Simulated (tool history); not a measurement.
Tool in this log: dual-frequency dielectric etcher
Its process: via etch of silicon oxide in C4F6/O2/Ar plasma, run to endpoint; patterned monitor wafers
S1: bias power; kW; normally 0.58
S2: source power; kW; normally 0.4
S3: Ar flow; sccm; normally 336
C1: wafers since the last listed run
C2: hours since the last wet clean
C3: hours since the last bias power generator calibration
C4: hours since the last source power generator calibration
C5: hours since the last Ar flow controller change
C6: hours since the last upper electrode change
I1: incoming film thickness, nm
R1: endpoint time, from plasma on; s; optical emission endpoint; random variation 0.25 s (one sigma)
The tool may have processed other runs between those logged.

run     day     S1    S2   S3    C1     C2      C3      C4      C5      C6     I1    R1
  1       0   0.58  0.34  277     0  205.5  3109.9  4813.6  5217.2  2274.6  139.9  28.1
  2     2.3   0.58  0.34  277   479  260.7  3165.1  4868.8  5272.4  2329.8  139.8  27.9
  3   4.971   0.58   0.4  336   556  324.8  3229.2  4932.9  5336.5  2393.9  139.4  26.4
  4   6.583   0.58   0.4  336   336  363.5  3267.9  4971.6  5375.2  2432.6  141.4  26.5
      9.262  -- upper electrode replaced
  5   9.283   0.58   0.4  336   354  428.3  3332.7  5036.4    5440     0.5  140.1  26.3
  6  10.442   0.58   0.4  384   241  456.1  3360.5  5064.2  5467.8    28.3  140.7  26.2
  7  11.667   0.58   0.4  384   255  485.5  3389.9  5093.6  5497.2    57.7  140.6  26.7
     13.992  -- source power generator calibrated
     14.483  -- wet clean of the chamber
  8  14.504   0.58   0.4  384   454    0.5    3458    12.3  5565.3   125.8  139.9  27.1
  9  15.958   0.63  0.32  384   303   35.4  3492.9    47.2  5600.2   160.7  140.4  29.2
 10  18.492  0.682  0.33  419   528   96.2  3553.7     108    5661   221.5  138.6  28.2
 11  19.917   0.58   0.4  311   297  130.4  3587.9   142.2  5695.2   255.7  139.2  26.5
 12  28.383  0.705   0.4  268  1764  333.6  3791.1   345.4  5898.4   458.9  139.8    24
 13  29.808   0.58   0.4  311   297  367.8  3825.3   379.6  5932.6   493.1  140.5  25.8
 14  30.938   0.66   0.4  295   235  394.9  3852.4   406.7  5959.7   520.2  140.4  24.9
     31.617  -- Ar flow controller replaced
 15  33.512   0.68  0.35  270   484  456.7  3914.2   468.5    45.5     582  141.3  25.8
     36.271  -- bias power generator calibrated
 16  36.292   0.58   0.4  336   544  523.4     0.5   535.2   112.2   648.7  139.5  25.6

Forecast run 17:
 17  37.304  0.513  0.34  294  211  547.7  24.8  559.5  136.5  673  138.3   ?

R1: 27.8 s
Had the tool carried no hidden state, the very same run would have given R1 29.4 s.
